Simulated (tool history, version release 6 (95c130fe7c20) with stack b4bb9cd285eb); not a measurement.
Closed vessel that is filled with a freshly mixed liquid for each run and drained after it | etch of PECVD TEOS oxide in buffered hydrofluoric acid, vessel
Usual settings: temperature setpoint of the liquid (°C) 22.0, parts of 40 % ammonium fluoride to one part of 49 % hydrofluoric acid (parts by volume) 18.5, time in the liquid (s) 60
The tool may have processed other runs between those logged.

run	hour	temperature setpoint of the liquid (°C)	parts of 40 % ammonium fluoride to one part of 49 % hydrofluoric acid (parts by volume)	time in the liquid (s)	wafers since the last listed run	hours since the thermometer was replaced	hours since the hydrofluoric acid flow meter was replaced	hours since the gauge calibration	read-back film thickness of the PECVD TEOS oxide reference wafer, read on the same gauge (nm)	thickness taken off the PECVD TEOS oxide on a monitor wafer (Å)
1	0.0	22.0	18.5	60	0	954.9	476.8	411.6	89.93	1026.1
2	56.0	22.0	18.5	60	4569	1010.9	532.8	467.6	89.98	999.9
3	87.3	22.0	18.5	60	2553	1042.2	564.1	498.9	89.99	1006.8
4	114.9	22.0	18.5	60	2251	1069.8	591.7	526.5	90.01	1005.2
5	135.0	22.0	18.5	60	1639	1089.9	611.8	546.6	89.99	1001.0
6	155.3	22.0	18.5	60	1656	1110.2	632.1	566.9	90.01	994.0
7	169.9	22.0	18.5	60	1191	1124.8	646.7	581.5	90.04	991.8
8	196.4	22.0	18.5	60	2162	1151.3	673.2	608.0	90.00	993.4
9	222.4	22.0	15.0	60	2121	1177.3	699.2	634.0	89.98	1199.2
# hour 235.1: gauge calibrated
# hour 254.2: hydrofluoric acid flow meter replaced
10	281.4	22.0	18.5	60	4732	1236.3	27.2	46.3	89.99	1074.6
11	304.6	22.0	18.5	60	1892	1259.5	50.4	69.5	89.97	1062.3
12	318.8	22.0	21.0	30	1158	1273.7	64.6	83.7	90.02	475.7
13	345.7	22.0	21.0	30	2194	1300.6	91.5	110.6	90.04	471.7
14	366.5	20.5	25.5	90	1697	1321.4	112.3	131.4	90.06	1132.5
15	400.0	26.0	21.0	60	2733	1354.9	145.8	164.9	90.03	1173.4
# hour 409.2: thermometer replaced
16	412.4	18.0	15.0	60	930	3.2	158.2	177.3	90.00	1118.7
17	441.4	22.0	18.5	60	2366	32.2	187.2	206.3	90.04	1120.9
18	460.2	22.0	15.0	85	1533	51.0	206.0	225.1	90.03	1946.2
19	485.5	20.0	22.5	35	2064	76.3	231.3	250.4	90.00	504.4
20	505.4	18.5	18.5	30	1623	96.2	251.2	270.3	90.00	459.1
21	519.5	17.5	13.5	90	1150	110.3	265.3	284.4	89.97	1756.0
22	549.3	18.5	22.5	85	2431	140.1	295.1	314.2	90.00	1120.8

Had the tool no unlogged condition, and each run kept its random variation, what would the results have been?
The hidden state here: liquid colder than its thermometer reads (K); hydrofluoric acid flow below the setpoint (%); gauge reads high (%).
run	thickness taken off the PECVD TEOS oxide on a monitor wafer (Å)
1	1182.8
2	1164.1
3	1177.9
4	1181.4
5	1180.3
6	1175.8
7	1176.4
8	1183.5
9	1446.9
10	1182.0
11	1174.2
12	524.6
13	522.5
14	1259.5
15	1307.8
16	1167.1
17	1175.9
18	2049.1
19	527.7
20	488.1
21	1871.5
22	1184.4

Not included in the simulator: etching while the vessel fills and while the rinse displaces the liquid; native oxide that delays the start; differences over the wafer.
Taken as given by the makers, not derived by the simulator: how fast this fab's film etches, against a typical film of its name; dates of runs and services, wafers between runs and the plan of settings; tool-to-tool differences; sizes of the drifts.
